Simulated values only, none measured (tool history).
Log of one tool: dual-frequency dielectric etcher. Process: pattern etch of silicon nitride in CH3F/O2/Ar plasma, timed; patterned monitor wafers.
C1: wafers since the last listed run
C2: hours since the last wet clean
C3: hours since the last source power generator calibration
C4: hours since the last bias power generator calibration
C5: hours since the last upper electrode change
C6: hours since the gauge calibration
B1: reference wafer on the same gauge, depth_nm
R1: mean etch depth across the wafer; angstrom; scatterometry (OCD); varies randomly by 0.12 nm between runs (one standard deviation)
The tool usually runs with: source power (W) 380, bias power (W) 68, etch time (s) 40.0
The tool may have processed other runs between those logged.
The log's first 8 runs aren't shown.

Run 9, hour 167.9: usual settings; C1 293; C2 83.0; C3 3851.2; C4 1881.5; C5 1652.4; C6 600.4; B1 21.73. Result: R1 242.4 angstrom.
Run 10, hour 198.0: usual settings but etch time (s) 31.5; C1 435; C2 113.1; C3 3881.3; C4 1911.6; C5 1682.5; C6 630.5; B1 21.73. Result: R1 190.8 angstrom.
Run 11, hour 230.5: usual settings but source power (W) 320; C1 470; C2 145.6; C3 3913.8; C4 1944.1; C5 1715.0; C6 663.0; B1 21.65. Result: R1 226.6 angstrom.
Run 12, hour 261.7: usual settings but source power (W) 320; C1 451; C2 176.8; C3 3945.0; C4 1975.3; C5 1746.2; C6 694.2; B1 21.67. Result: R1 225.9 angstrom.
Run 13, hour 281.2: usual settings but source power (W) 320; C1 282; C2 196.3; C3 3964.5; C4 1994.8; C5 1765.7; C6 713.7; B1 21.74. Result: R1 223.4 angstrom.
Run 14, hour 309.2: usual settings but etch time (s) 50.5; C1 405; C2 224.3; C3 3992.5; C4 2022.8; C5 1793.7; C6 741.7; B1 21.74. Result: R1 306.7 angstrom.
At hour 380.3: source power generator calibrated.
At hour 404.2: gauge calibrated.
Run 15, hour 404.9: usual settings but etch time (s) 50.5; C1 1327; C2 320.0; C3 24.6; C4 2118.5; C5 1889.4; C6 0.7; B1 21.70. Result: R1 303.8 angstrom.
Run 16, hour 433.3: usual settings; C1 411; C2 348.4; C3 53.0; C4 2146.9; C5 1917.8; C6 29.1; B1 21.69. Result: R1 240.2 angstrom.
Run 17, hour 458.1: usual settings; C1 359; C2 373.2; C3 77.8; C4 2171.7; C5 1942.6; C6 53.9; B1 21.70. Result: R1 237.8 angstrom.
At hour 483.0: bias power generator calibrated.
Run 18, hour 492.5: usual settings but source power (W) 440, bias power (W) 75, etch time (s) 46.5; C1 440; C2 407.6; C3 112.2; C4 9.5; C5 1977.0; C6 88.3; B1 21.68. Result: R1 309.3 angstrom.
At hour 527.7: upper electrode replaced, of another model than before.
Run 19, hour 573.7: usual settings but source power (W) 290, etch time (s) 44.5; C1 828; C2 488.8; C3 193.4; C4 90.7; C5 46.0; C6 169.5; B1 21.69. Result: R1 225.2 angstrom.
Run 20, hour 606.3: usual settings but source power (W) 300, bias power (W) 62, etch time (s) 34.5; C1 471; C2 521.4; C3 226.0; C4 123.3; C5 78.6; C6 202.1; B1 21.64. Result: R1 167.0 angstrom.
At hour 646.6: wet clean of the chamber.
Run 21, hour 647.1: usual settings but source power (W) 340, bias power (W) 61, etch time (s) 46.5; C1 243; C2 0.5; C3 266.8; C4 164.1; C5 119.4; C6 242.9; B1 21.72. Result: R1 243.8 angstrom.
Run 22, hour 655.7: usual settings but source power (W) 450, bias power (W) 76, etch time (s) 48.5; C1 124; C2 9.1; C3 275.4; C4 172.7; C5 128.0; C6 251.5; B1 21.69. Result: R1 347.4 angstrom.
Run 23, hour 686.2: usual settings but source power (W) 290, bias power (W) 59; C1 441; C2 39.6; C3 305.9; C4 203.2; C5 158.5; C6 282.0; B1 21.67. Result: R1 183.7 angstrom.
Run 24, hour 712.9: usual settings but bias power (W) 80; C1 386; C2 66.3; C3 332.6; C4 229.9; C5 185.2; C6 308.7; B1 21.69. Result: R1 270.3 angstrom.
Run 25, hour 730.2: usual settings but bias power (W) 73; C1 250; C2 83.6; C3 349.9; C4 247.2; C5 202.5; C6 326.0; B1 21.74. Result: R1 255.2 angstrom.
Run 26, hour 748.1: usual settings but source power (W) 320, bias power (W) 62; C1 259; C2 101.5; C3 367.8; C4 265.1; C5 220.4; C6 343.9; B1 21.71. Result: R1 204.7 angstrom.
Run 27, hour 775.2: usual settings but source power (W) 450, etch time (s) 31.0; C1 392; C2 128.6; C3 394.9; C4 292.2; C5 247.5; C6 371.0; B1 21.67. Result: R1 206.2 angstrom.
Run 28, hour 800.0: usual settings but etch time (s) 51.5; C1 359; C2 153.4; C3 419.7; C4 317.0; C5 272.3; C6 395.8; B1 21.69. Result: R1 308.9 angstrom.
Run 29, hour 813.1: usual settings but bias power (W) 61, etch time (s) 29.0; C1 189; C2 166.5; C3 432.8; C4 330.1; C5 285.4; C6 408.9; B1 21.73. Result: R1 160.1 angstrom.
Run 30, hour 834.4: usual settings; C1 308; C2 187.8; C3 454.1; C4 351.4; C5 306.7; C6 430.2; B1 21.71. Result: R1 241.3 angstrom.
Run 31, hour 857.1: usual settings but source power (W) 290, bias power (W) 83, etch time (s) 31.0; C1 328; C2 210.5; C3 476.8; C4 374.1; C5 329.4; C6 452.9; B1 21.67. Result: R1 185.6 angstrom.

Forecast each of these 3 alternatives for the next run:
Run A, hour 857.5: usual settings; C1 5; C2 210.9; C3 477.2; C4 374.5; C5 329.8; C6 453.3; B1 ?. Result: R1 ?.
Run B, hour 857.5: usual settings but bias power (W) 52; C1 5; C2 210.9; C3 477.2; C4 374.5; C5 329.8; C6 453.3; B1 ?. Result: R1 ?.
Run C, hour 857.5: usual settings but source power (W) 330, bias power (W) 76, etch time (s) 51.5; C1 5; C2 210.9; C3 477.2; C4 374.5; C5 329.8; C6 453.3; B1 ?. Result: R1 ?.

run     B1     R1
  A  21.73  238.2
  B  21.73  188.9
  C  21.73  308.5
With the hidden condition removed and each run's random variation left untouched, the same runs would have given:
run     R1
  A  241.2
  B  191.3
  C  312.4
